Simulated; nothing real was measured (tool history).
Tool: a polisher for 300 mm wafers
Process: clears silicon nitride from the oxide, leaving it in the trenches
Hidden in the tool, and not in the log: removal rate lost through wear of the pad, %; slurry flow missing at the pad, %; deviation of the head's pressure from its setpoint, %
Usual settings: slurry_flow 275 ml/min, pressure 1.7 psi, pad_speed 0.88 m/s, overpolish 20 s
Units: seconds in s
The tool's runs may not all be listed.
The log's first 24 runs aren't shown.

run    hour  slurry_flow  pressure  pad_speed  overpolish  wafers since the last listed run  wafers polished on this pad  hours since the slurry nozzle was cleaned  hours since the head pressure was calibrated  incoming thickness of the incoming film, nm  seconds
 25  1213.9          205       1.7       1.06          20                               670                         3055                                      536.8                                         220.8                                         59.0    144.9
 26  1241.1          275       1.7       0.88          20                               255                         3310                                      564.0                                         248.0                                         59.8    171.4
 27  1270.6          275       1.7       0.88          20                               276                         3587                                      593.5                                         277.5                                         60.4    176.1
     1306.0  -- worn pad replaced by a new one
 28  1313.3          275       1.7       0.60          20                               363                           68                                      636.2                                         320.2                                         59.7    230.4
     1342.6  -- head pressure recalibrated
     1343.4  -- slurry nozzle cleaned
 29  1377.7          250       1.7       0.88          20                               578                          646                                       34.3                                          35.1                                         60.3    161.0
 30  1415.9          190       2.2       1.04          20                               358                         1005                                       72.5                                          73.3                                         60.6    121.0
 31  1447.2          330       1.7       0.88          12                               293                         1299                                      103.8                                         104.6                                         60.2    159.2
 32  1509.7          275       1.7       0.88          20                               586                         1885                                      166.3                                         167.1                                         59.6    166.3
 33  1570.6          275       2.1       1.08          10                               571                         2456                                      227.2                                         228.0                                         58.8    113.6
 34  1640.0          315       1.7       0.88           8                               651                         3108                                      296.6                                         297.4                                         59.5    166.3
     1671.2  -- head pressure recalibrated
     1700.7  -- worn pad replaced by a new one
 35  1710.1          275       1.7       0.98          28                               601                           88                                      366.7                                          38.9                                         59.7    139.1
 36  1751.2          275       1.5       0.62          20                               385                          473                                      407.8                                          80.0                                         60.2    243.3

4 ways to go on from here, each from the tool as it stands after run 36. What would each give?
  A  1751.7          275       1.7       0.88          20                                 4                          478                                      408.3                                          80.5                                         60.9        ?
  B  1751.7          240       1.9       1.04          24                                 4                          478                                      408.3                                          80.5                                         60.9        ?
  C  1751.7          275       1.3       0.70          20                                 4                          478                                      408.3                                          80.5                                         60.9        ?
  D  1751.7          275       1.7       0.88          13                                 4                          478                                      408.3                                          80.5                                         60.9        ?

run  seconds
  A    161.6
  B    128.4
  C    242.9
  D    161.6
Without the tool's hidden state the same runs would have given:
run  seconds
  A    159.2
  B    126.5
  C    239.3
  D    159.2
